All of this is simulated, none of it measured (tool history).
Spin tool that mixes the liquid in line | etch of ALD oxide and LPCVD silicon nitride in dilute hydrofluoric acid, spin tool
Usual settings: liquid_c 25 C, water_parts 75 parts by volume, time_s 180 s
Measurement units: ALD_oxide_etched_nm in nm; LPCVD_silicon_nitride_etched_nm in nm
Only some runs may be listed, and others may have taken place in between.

run,hour,liquid_c,water_parts,time_s,"read-back film thickness of the ALD oxide reference wafer, read on the same gauge (nm)","read-back film thickness of the LPCVD silicon nitride reference wafer, read on the same gauge (nm)",ALD_oxide_etched_nm,LPCVD_silicon_nitride_etched_nm
1,0,25,95,100,39.99,109.965,17.88,0.494
2,24.2,25,95,100,39.98,109.987,17.92,0.498
3,52.6,25,95,100,40.01,109.971,17.95,0.503
4,97,25,75,180,40.03,110.015,42.34,1.114
5,306.3,25,75,180,40,110.02,42.25,1.158
6,334.9,25,55,130,39.99,110.01,43,1.104
# hour 343: gauge calibrated
7,363.3,25,55,130,40.02,109.987,42.86,1.086
8,411.5,25,55,130,39.97,109.995,42.92,1.174
9,437.3,21.5,75,180,39.99,109.975,37.23,0.884
10,490.4,21.5,75,180,39.99,110.015,36.97,0.9
# hour 536.8: hydrofluoric acid flow meter replaced
11,558.1,25,75,180,39.96,110.013,38.17,1.006
12,608.7,25,75,85,39.98,110.016,18.02,0.505
13,660.4,22.5,55,90,40.01,109.993,24.43,0.583
# hour 711.1: thermometer replaced
14,719.9,25,75,180,39.98,109.98,38.3,1.046
15,773.7,21,75,105,39.98,110.005,19.04,0.453
16,818.2,25,75,250,39.99,109.995,53.65,1.445
17,853,23.5,75,280,39.95,109.977,56.78,1.482
18,878.9,30,100,180,39.98,110.013,33.88,1.066
19,904.2,22.5,100,240,40.01,109.961,34.17,0.887
20,972,25,75,180,40.02,109.994,38.75,1.073
21,1031.7,25,45,180,39.99,109.973,67.95,1.773
22,1086.9,25,45,135,40.02,109.993,50.51,1.297
23,1130.5,28,85,230,40.05,109.96,49.51,1.519

Predict each of these 5 candidate next runs independently; none follows another, all start after run 23:
A,1131,28.5,75,180,?,?,?,?
B,1131,27.5,110,180,?,?,?,?
C,1131,25,40,275,?,?,?,?
D,1131,28,45,250,?,?,?,?
E,1131,21,110,125,?,?,?,?

run,"read-back film thickness of the ALD oxide reference wafer, read on the same gauge (nm)","read-back film thickness of the LPCVD silicon nitride reference wafer, read on the same gauge (nm)",ALD_oxide_etched_nm,LPCVD_silicon_nitride_etched_nm
A,40.01,110.002,45.17,1.331
B,40.01,110.002,28.28,0.852
C,40.01,110.002,117.98,2.998
D,40.01,110.002,106.97,2.965
E,40.01,110.002,15.21,0.386
Take away the tool's hidden state, keep each run's random variation, and the runs would have read:
run,ALD_oxide_etched_nm,LPCVD_silicon_nitride_etched_nm
A,43.81,1.295
B,27.4,0.829
C,114.6,2.918
D,103.86,2.886
E,14.75,0.376
